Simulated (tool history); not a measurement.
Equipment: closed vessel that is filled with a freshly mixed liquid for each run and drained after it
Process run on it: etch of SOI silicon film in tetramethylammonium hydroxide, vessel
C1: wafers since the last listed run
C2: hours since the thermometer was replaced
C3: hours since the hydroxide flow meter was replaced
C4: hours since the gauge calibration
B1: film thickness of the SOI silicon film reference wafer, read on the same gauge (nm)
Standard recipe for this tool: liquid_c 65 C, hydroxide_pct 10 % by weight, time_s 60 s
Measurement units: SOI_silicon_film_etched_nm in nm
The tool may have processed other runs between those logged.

Run 1, day 0: usual settings but time_s 50 s; C1 0; C2 1808; C3 739.1; C4 63.8; B1 99.98. Result: SOI_silicon_film_etched_nm 248.61 nm.
Run 2, day 1.442: usual settings but time_s 50 s; C1 5097; C2 1842.6; C3 773.7; C4 98.4; B1 100.12. Result: SOI_silicon_film_etched_nm 249.32 nm.
Run 3, day 2.388: usual settings but time_s 50 s; C1 3344; C2 1865.3; C3 796.4; C4 121.1; B1 100.18. Result: SOI_silicon_film_etched_nm 248.87 nm.
Run 4, day 2.971: usual settings; C1 2062; C2 1879.3; C3 810.4; C4 135.1; B1 100.2. Result: SOI_silicon_film_etched_nm 298.68 nm.
Run 5, day 3.633: usual settings; C1 2342; C2 1895.2; C3 826.3; C4 151; B1 100.25. Result: SOI_silicon_film_etched_nm 297.26 nm.
Run 6, day 4.417: usual settings; C1 2769; C2 1914; C3 845.1; C4 169.8; B1 100.36. Result: SOI_silicon_film_etched_nm 298.64 nm.
Run 7, day 4.917: usual settings but time_s 45 s; C1 1767; C2 1926; C3 857.1; C4 181.8; B1 100.39. Result: SOI_silicon_film_etched_nm 224.81 nm.
At day 5.546: hydroxide flow meter replaced.
Run 8, day 5.958: usual settings but time_s 90 s; C1 3535; C2 1951; C3 9.9; C4 206.8; B1 100.57. Result: SOI_silicon_film_etched_nm 448.42 nm.
Run 9, day 6.833: usual settings but liquid_c 69.5 C, hydroxide_pct 8 % by weight, time_s 80 s; C1 3093; C2 1972; C3 30.9; C4 227.8; B1 100.74. Result: SOI_silicon_film_etched_nm 568.53 nm.
At day 7.333: thermometer replaced.
Run 10, day 7.779: usual settings; C1 3196; C2 10.7; C3 53.6; C4 250.5; B1 100.81. Result: SOI_silicon_film_etched_nm 300.37 nm.
Run 11, day 8.946: usual settings but liquid_c 72 C, hydroxide_pct 9 % by weight, time_s 80 s; C1 4125; C2 38.7; C3 81.6; C4 278.5; B1 101.03. Result: SOI_silicon_film_etched_nm 634.21 nm.
At day 10.092: gauge calibrated.
Run 12, day 10.408: usual settings but time_s 90 s; C1 5171; C2 73.8; C3 116.7; C4 7.6; B1 99.9. Result: SOI_silicon_film_etched_nm 447.72 nm.
Run 13, day 14.379: usual settings; C1 14040; C2 169.1; C3 212; C4 102.9; B1 100.03. Result: SOI_silicon_film_etched_nm 298.41 nm.
Run 14, day 14.933: usual settings but liquid_c 69.5 C, hydroxide_pct 7 % by weight, time_s 30 s; C1 1959; C2 182.4; C3 225.3; C4 116.2; B1 100.09. Result: SOI_silicon_film_etched_nm 219.94 nm.

For some of the steps in SOI_silicon_film_etched_nm from one run to the next: how much would appear even if the tool had no hidden state, given the settings, what came in and random variation, and how much remains for the hidden state plus any gauge scatter that the measured result and the result without hidden state don't share?
Hidden state at play: liquid hotter than its thermometer reads (K); hydroxide flow below the setpoint (%); gauge reads high (%).
Run 10 -> 11: liquid_c 65 -> 72, hydroxide_pct 10 -> 9, time_s 60 -> 80. SOI_silicon_film_etched_nm +333.84 nm: hidden state +4.05, all else +329.79.
Run 11 -> 12: liquid_c 72 -> 65, hydroxide_pct 9 -> 10, time_s 80 -> 90, gauge calibrated. SOI_silicon_film_etched_nm -186.49 nm: hidden state -7.02, all else -179.47.
